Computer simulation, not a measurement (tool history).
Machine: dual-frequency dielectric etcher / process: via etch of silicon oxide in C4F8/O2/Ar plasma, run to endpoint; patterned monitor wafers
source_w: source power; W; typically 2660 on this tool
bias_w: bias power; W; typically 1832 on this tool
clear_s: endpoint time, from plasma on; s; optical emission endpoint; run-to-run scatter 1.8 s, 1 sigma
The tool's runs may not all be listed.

run	hour	source_w	bias_w	incoming incoming film thickness, nm	clear_s
1	0	2660	1832	1073.2	197.2
2	80.2	2660	1832	1064.5	195.6
3	155.9	2660	1832	1066.6	192.6
# hour 226.2: wet clean of the chamber
4	226.7	2960	1832	1071.5	196.7
5	300.9	2960	1832	1064.7	191.7
6	349.1	2660	1832	1065.9	200
# hour 401.2: upper electrode replaced
7	403	2660	1832	1065.2	191.5
8	462.9	2660	1832	1072.9	197.1
9	518.3	2660	1832	1060.8	190.7
# hour 584.2: wet clean of the chamber
10	584.7	2130	1425	1071.3	226.9
# hour 618.5: bias power generator calibrated
11	633.2	2660	1832	1067.7	198.2
12	729.2	2390	1501	1076.9	211.5
13	791.6	2470	1832	1066.4	199.7
# hour 805.8: source power generator calibrated
14	883	2830	2150	1065	180.7
15	920.6	2940	2066	1064.3	181.3
# hour 955.2: wet clean of the chamber
16	963.7	2360	1409	1068.4	222.4
17	1100	3220	1504	1074.9	198.7
18	1141.4	2660	1832	1072.9	198.4
19	1224.2	2660	1690	1061.4	196.7

Measured minus without-hidden-state, run by run (identical run-to-run variation in each term; gauge scatter may differ):
The hidden state here: etch rate over this chamber's usual, %; source power that arrives over what is set, %; bias power that arrives over what is set, %.
run	clear_s
1	-4.1
2	-6.2
3	-8
4	-0.9
5	-2.7
6	-4.1
7	-5.4
8	-7.2
9	-8.3
10	-0.7
11	-2
12	-4.9
13	-6.2
14	-7.8
15	-8.8
16	+0.2
17	-3.5
18	-4.5
19	-6.7

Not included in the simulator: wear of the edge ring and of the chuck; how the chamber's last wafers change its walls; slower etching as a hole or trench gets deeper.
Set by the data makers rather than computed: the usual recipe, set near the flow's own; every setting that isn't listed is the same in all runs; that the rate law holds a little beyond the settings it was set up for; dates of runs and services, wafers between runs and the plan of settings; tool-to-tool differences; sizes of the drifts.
